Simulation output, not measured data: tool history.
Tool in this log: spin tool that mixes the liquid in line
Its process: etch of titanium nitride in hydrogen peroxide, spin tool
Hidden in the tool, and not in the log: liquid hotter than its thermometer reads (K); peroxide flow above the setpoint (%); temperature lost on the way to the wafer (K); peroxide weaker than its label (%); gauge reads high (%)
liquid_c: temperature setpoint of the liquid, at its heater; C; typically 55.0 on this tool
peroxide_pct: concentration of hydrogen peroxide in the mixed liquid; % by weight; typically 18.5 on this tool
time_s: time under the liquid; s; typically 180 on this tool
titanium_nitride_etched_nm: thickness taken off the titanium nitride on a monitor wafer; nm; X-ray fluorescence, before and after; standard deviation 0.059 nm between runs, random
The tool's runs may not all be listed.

run,hour,liquid_c,peroxide_pct,time_s,wafers since the last listed run,hours since the thermometer was replaced,hours since the peroxide flow meter was replaced,hours since the heated supply line was repaired,hours since the drum of peroxide was connected,hours since the gauge calibration,"read-back film thickness of the titanium nitride reference wafer, read on the same gauge (nm)",titanium_nitride_etched_nm
1,0.0,55.0,19.5,180,0,1314.4,497.0,131.8,547.9,292.8,100.01,9.68
# hour 50.5: peroxide flow meter replaced
2,55.5,55.0,19.5,180,444,1369.9,5.0,187.3,603.4,348.3,99.99,9.59
3,196.8,61.5,18.5,180,1152,1511.2,146.3,328.6,744.7,489.6,100.04,14.67
4,228.1,61.5,18.5,180,255,1542.5,177.6,359.9,776.0,520.9,100.00,14.64
5,291.2,55.0,18.5,155,514,1605.6,240.7,423.0,839.1,584.0,99.99,8.08
6,336.6,55.0,18.5,155,370,1651.0,286.1,468.4,884.5,629.4,99.98,8.02
7,383.4,55.0,22.5,180,381,1697.8,332.9,515.2,931.3,676.2,99.98,9.73
8,428.2,55.0,22.5,180,365,1742.6,377.7,560.0,976.1,721.0,100.02,9.58
9,480.4,61.0,18.5,180,425,1794.8,429.9,612.2,1028.3,773.2,100.01,14.11
# hour 552.7: new drum of peroxide connected
10,607.2,48.5,16.0,120,1025,1921.6,556.7,739.0,54.5,900.0,99.99,3.74
11,642.9,55.0,20.5,180,291,1957.3,592.4,774.7,90.2,935.7,100.02,9.38
# hour 650.8: heated supply line repaired
# hour 659.4: thermometer replaced
12,666.9,55.0,14.5,180,179,7.5,616.4,16.1,114.2,959.7,99.99,8.39
# hour 674.1: gauge calibrated
# hour 676.9: peroxide flow meter replaced
13,731.3,55.0,18.5,155,517,71.9,54.4,80.5,178.6,57.2,99.98,7.53
# hour 779.6: heated supply line repaired, repeated, since the last time left the tool worse
14,799.2,60.5,21.0,115,545,139.8,122.3,19.6,246.5,125.1,100.02,9.13

Expected results for the next run?
15,867.6,55.0,18.5,180,557,208.2,190.7,88.0,314.9,193.5,?,?

read-back film thickness of the titanium nitride reference wafer, read on the same gauge (nm): 100.00
titanium_nitride_etched_nm: 9.51 nm
Had the tool carried no hidden state, the very same run would have given titanium_nitride_etched_nm 9.61 nm.

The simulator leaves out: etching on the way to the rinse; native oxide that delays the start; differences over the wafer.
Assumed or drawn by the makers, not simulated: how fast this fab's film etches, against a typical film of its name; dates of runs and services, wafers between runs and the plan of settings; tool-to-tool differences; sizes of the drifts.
